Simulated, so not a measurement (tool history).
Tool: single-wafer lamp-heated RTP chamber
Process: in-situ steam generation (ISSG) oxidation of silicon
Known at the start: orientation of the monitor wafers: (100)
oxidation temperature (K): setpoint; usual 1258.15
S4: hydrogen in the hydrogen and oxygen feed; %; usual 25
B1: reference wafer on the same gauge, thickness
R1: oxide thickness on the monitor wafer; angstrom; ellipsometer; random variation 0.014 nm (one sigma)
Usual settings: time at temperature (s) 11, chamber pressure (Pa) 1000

run 1 day=0.000 | oxidation_temperature_(K)=1248.15 time_at_temperature_(s)=11 chamber_pressure_(Pa)=1000 S4=25 | B1=4.062 | R1=40.11
run 2 day=1.696 | oxidation_temperature_(K)=1248.15 time_at_temperature_(s)=11 chamber_pressure_(Pa)=1000 S4=25 | B1=4.060 | R1=40.41
-- day=4.712 pyrometer window cleaned and pyrometer calibrated
run 3 day=5.654 | oxidation_temperature_(K)=1248.15 time_at_temperature_(s)=11 chamber_pressure_(Pa)=1000 S4=25 | B1=4.061 | R1=39.44
run 4 day=8.396 | oxidation_temperature_(K)=1258.15 time_at_temperature_(s)=11 chamber_pressure_(Pa)=1000 S4=28 | B1=4.061 | R1=42.33
run 5 day=12.429 | oxidation_temperature_(K)=1258.15 time_at_temperature_(s)=11 chamber_pressure_(Pa)=1000 S4=28 | B1=4.059 | R1=42.22
run 6 day=14.742 | oxidation_temperature_(K)=1258.15 time_at_temperature_(s)=11 chamber_pressure_(Pa)=1000 S4=25 | B1=4.062 | R1=41.08
run 7 day=18.900 | oxidation_temperature_(K)=1258.15 time_at_temperature_(s)=11 chamber_pressure_(Pa)=960 S4=25 | B1=4.058 | R1=41.10
run 8 day=21.071 | oxidation_temperature_(K)=1258.15 time_at_temperature_(s)=11 chamber_pressure_(Pa)=960 S4=25 | B1=4.060 | R1=41.06
run 9 day=25.504 | oxidation_temperature_(K)=1258.15 time_at_temperature_(s)=11 chamber_pressure_(Pa)=1000 S4=20 | B1=4.062 | R1=39.11
-- day=28.421 pyrometer window cleaned and pyrometer calibrated
run 10 day=28.442 | oxidation_temperature_(K)=1258.15 time_at_temperature_(s)=11 chamber_pressure_(Pa)=1000 S4=25 | B1=4.060 | R1=41.88
run 11 day=30.938 | oxidation_temperature_(K)=1258.15 time_at_temperature_(s)=11 chamber_pressure_(Pa)=1000 S4=25 | B1=4.061 | R1=41.73
-- day=31.842 gauge calibrated
run 12 day=34.267 | oxidation_temperature_(K)=1258.15 time_at_temperature_(s)=11 chamber_pressure_(Pa)=1000 S4=25 | B1=4.058 | R1=42.14
run 13 day=42.942 | oxidation_temperature_(K)=1258.15 time_at_temperature_(s)=11 chamber_pressure_(Pa)=1000 S4=25 | B1=4.062 | R1=41.99
-- day=48.333 pyrometer window cleaned and pyrometer calibrated, repeated, since the last time left the tool worse
run 14 day=54.671 | oxidation_temperature_(K)=1258.15 time_at_temperature_(s)=13 chamber_pressure_(Pa)=1000 S4=25 | B1=4.060 | R1=43.56
run 15 day=56.612 | oxidation_temperature_(K)=1265.15 time_at_temperature_(s)=11 chamber_pressure_(Pa)=1000 S4=29 | B1=4.060 | R1=43.88
run 16 day=59.433 | oxidation_temperature_(K)=1277.15 time_at_temperature_(s)=8 chamber_pressure_(Pa)=920 S4=32 | B1=4.062 | R1=41.41
-- day=63.492 pressure gauge zeroed
run 17 day=63.512 | oxidation_temperature_(K)=1258.15 time_at_temperature_(s)=11 chamber_pressure_(Pa)=1000 S4=25 | B1=4.062 | R1=41.05

Run 18 comes next. What will it give?
run 18 day=65.892 | oxidation_temperature_(K)=1269.15 time_at_temperature_(s)=11 chamber_pressure_(Pa)=1000 S4=25 | B1=? | R1=?

{"run 18": {"B1": 4.057, "R1": 42.57}}
Without the tool's hidden state the same run would have given R1 41.94 angstrom.
